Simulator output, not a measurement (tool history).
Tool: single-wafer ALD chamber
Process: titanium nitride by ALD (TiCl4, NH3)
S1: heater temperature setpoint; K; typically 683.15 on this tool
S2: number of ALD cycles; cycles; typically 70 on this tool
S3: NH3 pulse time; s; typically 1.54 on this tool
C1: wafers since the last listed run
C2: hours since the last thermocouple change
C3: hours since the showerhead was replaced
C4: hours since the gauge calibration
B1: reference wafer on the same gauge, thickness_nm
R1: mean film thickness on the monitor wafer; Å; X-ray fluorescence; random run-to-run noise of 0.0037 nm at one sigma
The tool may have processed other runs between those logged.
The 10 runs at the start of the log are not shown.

{"run": 11, "hour": 126.9, "S1": 683.15, "S2": 70, "S3": 1.54, "C1": 58, "C2": 879.8, "C3": 7145.8, "C4": 394.3, "B1": 1.632, "R1": 14.68}
{"run": 12, "hour": 137.5, "S1": 683.15, "S2": 70, "S3": 1.54, "C1": 54, "C2": 890.4, "C3": 7156.4, "C4": 404.9, "B1": 1.629, "R1": 14.65}
{"run": 13, "hour": 152.5, "S1": 683.15, "S2": 70, "S3": 1.54, "C1": 77, "C2": 905.4, "C3": 7171.4, "C4": 419.9, "B1": 1.629, "R1": 14.64}
{"run": 14, "hour": 169.8, "S1": 683.15, "S2": 70, "S3": 1.88, "C1": 89, "C2": 922.7, "C3": 7188.7, "C4": 437.2, "B1": 1.631, "R1": 14.82}
{"run": 15, "hour": 180.0, "S1": 683.15, "S2": 70, "S3": 1.88, "C1": 52, "C2": 932.9, "C3": 7198.9, "C4": 447.4, "B1": 1.63, "R1": 14.79}
{"run": 16, "hour": 193.0, "S1": 683.15, "S2": 70, "S3": 1.54, "C1": 67, "C2": 945.9, "C3": 7211.9, "C4": 460.4, "B1": 1.63, "R1": 14.64}
{"run": 17, "hour": 199.8, "S1": 683.15, "S2": 75, "S3": 1.35, "C1": 35, "C2": 952.7, "C3": 7218.7, "C4": 467.2, "B1": 1.631, "R1": 15.62}
{"run": 18, "hour": 208.6, "S1": 683.15, "S2": 70, "S3": 1.99, "C1": 45, "C2": 961.5, "C3": 7227.5, "C4": 476, "B1": 1.63, "R1": 14.81}
{"run": 19, "hour": 219.4, "S1": 671.15, "S2": 70, "S3": 1.54, "C1": 55, "C2": 972.3, "C3": 7238.3, "C4": 486.8, "B1": 1.63, "R1": 14.6}
{"run": 20, "hour": 232.7, "S1": 677.15, "S2": 74, "S3": 1.71, "C1": 68, "C2": 985.6, "C3": 7251.6, "C4": 500.1, "B1": 1.629, "R1": 15.61}
{"run": 21, "hour": 243.1, "S1": 683.15, "S2": 75, "S3": 1.35, "C1": 53, "C2": 996, "C3": 7262, "C4": 510.5, "B1": 1.63, "R1": 15.68}
{"hour": 258.2, "done": "thermocouple changed; heater temperature recalibrated"}
{"run": 22, "hour": 259.3, "S1": 683.15, "S2": 70, "S3": 1.54, "C1": 42, "C2": 1.1, "C3": 7278.2, "C4": 526.7, "B1": 1.63, "R1": 14.68}
{"hour": 271.4, "done": "gauge calibrated"}
{"run": 23, "hour": 276.8, "S1": 694.15, "S2": 70, "S3": 1.54, "C1": 90, "C2": 18.6, "C3": 7295.7, "C4": 5.4, "B1": 1.628, "R1": 14.77}
{"run": 24, "hour": 290.7, "S1": 683.15, "S2": 75, "S3": 1.14, "C1": 72, "C2": 32.5, "C3": 7309.6, "C4": 19.3, "B1": 1.632, "R1": 15.39}

Run 25 is up next; what results do you expect?
{"run": 25, "hour": 301.3, "S1": 683.15, "S2": 70, "S3": 1.54, "C1": 54, "C2": 43.1, "C3": 7320.2, "C4": 29.9, "B1": "?", "R1": "?"}

B1: 1.63
R1: 14.67 Å
Had the tool carried no hidden state, the very same run would have given R1 14.67 Å.
